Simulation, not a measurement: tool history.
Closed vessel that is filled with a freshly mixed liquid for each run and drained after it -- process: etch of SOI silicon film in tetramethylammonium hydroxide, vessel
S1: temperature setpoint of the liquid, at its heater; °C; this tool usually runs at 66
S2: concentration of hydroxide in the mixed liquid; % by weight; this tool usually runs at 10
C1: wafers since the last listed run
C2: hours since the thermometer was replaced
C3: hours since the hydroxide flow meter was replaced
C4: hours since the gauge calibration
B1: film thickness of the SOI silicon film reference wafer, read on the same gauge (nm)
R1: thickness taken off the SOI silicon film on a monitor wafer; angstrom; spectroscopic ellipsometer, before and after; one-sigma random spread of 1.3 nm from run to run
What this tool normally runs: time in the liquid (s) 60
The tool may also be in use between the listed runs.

Run 1, hour 0: usual settings; C1 0; C2 1650.3; C3 1061.1; C4 133.5; B1 49.99. Result: R1 3533.7 angstrom.
Run 2, hour 28.7: usual settings but S1 70.5 °C, S2 11 % by weight; C1 2424; C2 1679; C3 1089.8; C4 162.2; B1 50.01. Result: R1 4504.4 angstrom.
Run 3, hour 61.9: usual settings but S1 70.5 °C, S2 11 % by weight; C1 2804; C2 1712.2; C3 1123; C4 195.4; B1 50. Result: R1 4462.5 angstrom.
Run 4, hour 74.4: usual settings but S1 70.5 °C, S2 11 % by weight; C1 1055; C2 1724.7; C3 1135.5; C4 207.9; B1 50.03. Result: R1 4462 angstrom.
Run 5, hour 96.5: usual settings but S1 70 °C; C1 1866; C2 1746.8; C3 1157.6; C4 230; B1 49.99. Result: R1 4514.7 angstrom.
Run 6, hour 117.6: usual settings but time in the liquid (s) 45; C1 1782; C2 1767.9; C3 1178.7; C4 251.1; B1 50.01. Result: R1 2661.3 angstrom.
Run 7, hour 145.9: usual settings; C1 2390; C2 1796.2; C3 1207; C4 279.4; B1 50.02. Result: R1 3532.9 angstrom.
Run 8, hour 161.2: usual settings but S1 62 °C; C1 1292; C2 1811.5; C3 1222.3; C4 294.7; B1 49.98. Result: R1 2780.7 angstrom.
Run 9, hour 179.2: usual settings but S1 62 °C; C1 1520; C2 1829.5; C3 1240.3; C4 312.7; B1 50. Result: R1 2774.8 angstrom.
At hour 199.2: hydroxide flow meter replaced.
Run 10, hour 214.4: usual settings but S2 7.5 % by weight; C1 2888; C2 1864.7; C3 15.2; C4 347.9; B1 50.01. Result: R1 3925.9 angstrom.
Run 11, hour 274.8: usual settings but S1 63 °C, S2 11.5 % by weight, time in the liquid (s) 80; C1 5101; C2 1925.1; C3 75.6; C4 408.3; B1 49.99. Result: R1 3759.5 angstrom.
Run 12, hour 291.6: usual settings; C1 1418; C2 1941.9; C3 92.4; C4 425.1; B1 49.99. Result: R1 3545.4 angstrom.
Run 13, hour 315.8: usual settings; C1 2043; C2 1966.1; C3 116.6; C4 449.3; B1 50.02. Result: R1 3555.3 angstrom.
At hour 328.5: gauge calibrated.
Run 14, hour 333: usual settings but S1 68 °C, S2 7 % by weight, time in the liquid (s) 40; C1 1452; C2 1983.3; C3 133.8; C4 4.5; B1 50.01. Result: R1 3006.3 angstrom.
At hour 362.8: thermometer replaced.
Run 15, hour 367.7: usual settings but S1 63 °C, S2 11 % by weight, time in the liquid (s) 75; C1 2846; C2 4.9; C3 168.5; C4 39.2; B1 49.97. Result: R1 3588.9 angstrom.
Run 16, hour 397.7: usual settings but S1 72.5 °C, S2 9 % by weight, time in the liquid (s) 80; C1 2533; C2 34.9; C3 198.5; C4 69.2; B1 49.99. Result: R1 7306.5 angstrom.
Run 17, hour 432.5: usual settings; C1 2939; C2 69.7; C3 233.3; C4 104; B1 50.02. Result: R1 3549.9 angstrom.
Run 18, hour 454.1: usual settings but S1 73.5 °C, S2 7.5 % by weight, time in the liquid (s) 85; C1 1824; C2 91.3; C3 254.9; C4 125.6; B1 50.02. Result: R1 8660.7 angstrom.
Run 19, hour 466.7: usual settings but S2 12 % by weight, time in the liquid (s) 40; C1 1064; C2 103.9; C3 267.5; C4 138.2; B1 50. Result: R1 2225.8 angstrom.
Run 20, hour 483.5: usual settings; C1 1418; C2 120.7; C3 284.3; C4 155; B1 49.99. Result: R1 3559.6 angstrom.
Run 21, hour 509.9: usual settings but S1 62.5 °C; C1 2229; C2 147.1; C3 310.7; C4 181.4; B1 49.99. Result: R1 2874.9 angstrom.

5 ways to go on from here, each from the tool as it stands after run 21. What would each give?
Run A, hour 510.6: usual settings but time in the liquid (s) 50; C1 59; C2 147.8; C3 311.4; C4 182.1; B1 ?. Result: R1 ?.
Run B, hour 510.6: usual settings but time in the liquid (s) 75; C1 59; C2 147.8; C3 311.4; C4 182.1; B1 ?. Result: R1 ?.
Run C, hour 510.6: usual settings but S1 70.5 °C; C1 59; C2 147.8; C3 311.4; C4 182.1; B1 ?. Result: R1 ?.
Run D, hour 510.6: usual settings but S1 61.5 °C, time in the liquid (s) 95; C1 59; C2 147.8; C3 311.4; C4 182.1; B1 ?. Result: R1 ?.
Run E, hour 510.6: usual settings but S1 60 °C, S2 9 % by weight, time in the liquid (s) 90; C1 59; C2 147.8; C3 311.4; C4 182.1; B1 ?. Result: R1 ?.

run     B1      R1
  A  49.98  2960.5
  B  49.98  4440.8
  C  49.98  4639.4
  D  49.98  4276.5
  E  49.98  3847.2
Stripped of hidden state, with their random variation kept, the same runs would have yielded:
run      R1
  A  2960.5
  B  4440.8
  C  4639.4
  D  4276.5
  E  3847.2
